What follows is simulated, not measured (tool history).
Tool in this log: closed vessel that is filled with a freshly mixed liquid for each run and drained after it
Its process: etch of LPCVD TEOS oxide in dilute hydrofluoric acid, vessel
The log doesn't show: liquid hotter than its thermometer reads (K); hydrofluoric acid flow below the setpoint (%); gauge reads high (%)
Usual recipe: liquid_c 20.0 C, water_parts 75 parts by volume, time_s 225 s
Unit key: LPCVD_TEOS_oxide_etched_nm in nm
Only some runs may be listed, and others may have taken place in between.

| run | day | liquid_c | water_parts | time_s | wafers since the last listed run | hours since the thermometer was replaced | hours since the hydrofluoric acid flow meter was replaced | hours since the gauge calibration | read-back film thickness of the LPCVD TEOS oxide reference wafer, read on the same gauge (nm) | LPCVD_TEOS_oxide_etched_nm |
|---|---|---|---|---|---|---|---|---|---|---|
| 1 | 0.000 | 20.0 | 75 | 225 | 0 | 923.7 | 1272.8 | 607.0 | 60.04 | 41.12 |
| 2 | 0.508 | 20.0 | 75 | 225 | 1154 | 935.9 | 1285.0 | 619.2 | 59.99 | 41.22 |
| 3 | 1.500 | 20.0 | 45 | 225 | 2253 | 959.7 | 1308.8 | 643.0 | 60.01 | 71.16 |
| 4 | 2.258 | 20.0 | 45 | 225 | 1723 | 977.9 | 1327.0 | 661.2 | 59.96 | 71.08 |
| 5 | 3.725 | 20.0 | 75 | 225 | 3332 | 1013.1 | 1362.2 | 696.4 | 59.95 | 41.21 |
| 6 | 4.925 | 20.0 | 75 | 225 | 2726 | 1041.9 | 1391.0 | 725.2 | 60.04 | 41.04 |
| 7 | 6.312 | 23.0 | 75 | 225 | 3152 | 1075.2 | 1424.3 | 758.5 | 59.98 | 46.58 |
| 8 | 7.554 | 23.0 | 75 | 225 | 2821 | 1105.0 | 1454.1 | 788.3 | 60.04 | 46.63 |
| 9 | 8.954 | 23.0 | 75 | 225 | 3180 | 1138.6 | 1487.7 | 821.9 | 59.98 | 46.44 |
|  | 9.146 | hydrofluoric acid flow meter replaced |
| 10 | 10.300 | 17.0 | 75 | 225 | 2963 | 1170.9 | 27.7 | 854.2 | 60.01 | 37.58 |
|  | 10.438 | thermometer replaced |
| 11 | 10.858 | 20.0 | 75 | 225 | 1173 | 10.1 | 41.1 | 867.6 | 59.99 | 42.89 |
| 12 | 11.458 | 17.0 | 100 | 260 | 1363 | 24.5 | 55.5 | 882.0 | 59.96 | 31.75 |
| 13 | 12.350 | 20.0 | 85 | 125 | 2025 | 45.9 | 76.9 | 903.4 | 59.98 | 20.56 |
| 14 | 13.296 | 23.5 | 75 | 225 | 2149 | 68.6 | 99.6 | 926.1 | 60.02 | 49.45 |
|  | 14.238 | gauge calibrated |
| 15 | 14.662 | 17.0 | 75 | 300 | 3105 | 101.4 | 132.4 | 10.2 | 60.04 | 50.46 |
| 16 | 15.629 | 20.0 | 75 | 225 | 2196 | 124.6 | 155.6 | 33.4 | 59.95 | 42.60 |
| 17 | 17.012 | 20.0 | 75 | 225 | 3143 | 157.8 | 188.8 | 66.6 | 59.97 | 42.56 |
| 18 | 17.729 | 17.0 | 40 | 100 | 1628 | 175.0 | 206.0 | 83.8 | 59.97 | 32.32 |
| 19 | 18.662 | 23.5 | 75 | 225 | 2120 | 197.4 | 228.4 | 106.2 | 60.01 | 48.91 |
| 20 | 20.042 | 24.5 | 75 | 225 | 3133 | 230.5 | 261.5 | 139.3 | 59.97 | 50.81 |
| 21 | 21.517 | 22.5 | 110 | 295 | 3351 | 265.9 | 296.9 | 174.7 | 60.03 | 40.58 |
| 22 | 22.021 | 17.5 | 110 | 225 | 1145 | 278.0 | 309.0 | 186.8 | 60.02 | 24.80 |
| 23 | 23.458 | 20.0 | 75 | 225 | 3266 | 312.5 | 343.5 | 221.3 | 60.00 | 42.23 |
| 24 | 24.521 | 20.0 | 75 | 225 | 2414 | 338.0 | 369.0 | 246.8 | 60.02 | 42.13 |
| 25 | 25.042 | 17.0 | 35 | 260 | 1183 | 350.5 | 381.5 | 259.3 | 60.00 | 96.49 |
| 26 | 26.075 | 17.0 | 35 | 110 | 2347 | 375.3 | 406.3 | 284.1 | 59.94 | 40.66 |
| 27 | 27.525 | 18.0 | 100 | 175 | 3294 | 410.1 | 441.1 | 318.9 | 59.97 | 22.02 |
| 28 | 28.088 | 23.5 | 75 | 225 | 1278 | 423.6 | 454.6 | 332.4 | 59.96 | 48.86 |
| 29 | 29.312 | 24.5 | 75 | 225 | 2783 | 453.0 | 484.0 | 361.8 | 60.01 | 50.69 |
| 30 | 30.438 | 20.0 | 75 | 280 | 2556 | 480.0 | 511.0 | 388.8 | 59.99 | 52.60 |
| 31 | 31.800 | 17.0 | 50 | 320 | 3095 | 512.7 | 543.7 | 421.5 | 60.03 | 81.60 |
| 32 | 36.121 | 20.0 | 35 | 225 | 9817 | 616.4 | 647.4 | 525.2 | 60.00 | 94.34 |

Across each entry between runs, compare the hidden state at the last listed run before it with the hidden state at the first listed run after it:
Run 9 -> run 10: hydrofluoric acid flow meter replaced (day 9.146)
  hydrofluoric acid flow below the setpoint (%): 3.68 -> 0.291
  measured less the result without the state, LPCVD_TEOS_oxide_etched_nm: -1.95 -> -0.12 nm
Run 10 -> run 11: thermometer replaced (day 10.438)
  hydrofluoric acid flow below the setpoint (%): 0.291 -> 0.323
  measured less the result without the state, LPCVD_TEOS_oxide_etched_nm: -0.12 -> -0.15 nm
Run 14 -> run 15: gauge calibrated (day 14.238)
  hydrofluoric acid flow below the setpoint (%): 0.463 -> 0.541
  measured less the result without the state, LPCVD_TEOS_oxide_etched_nm: -0.25 -> -0.30 nm
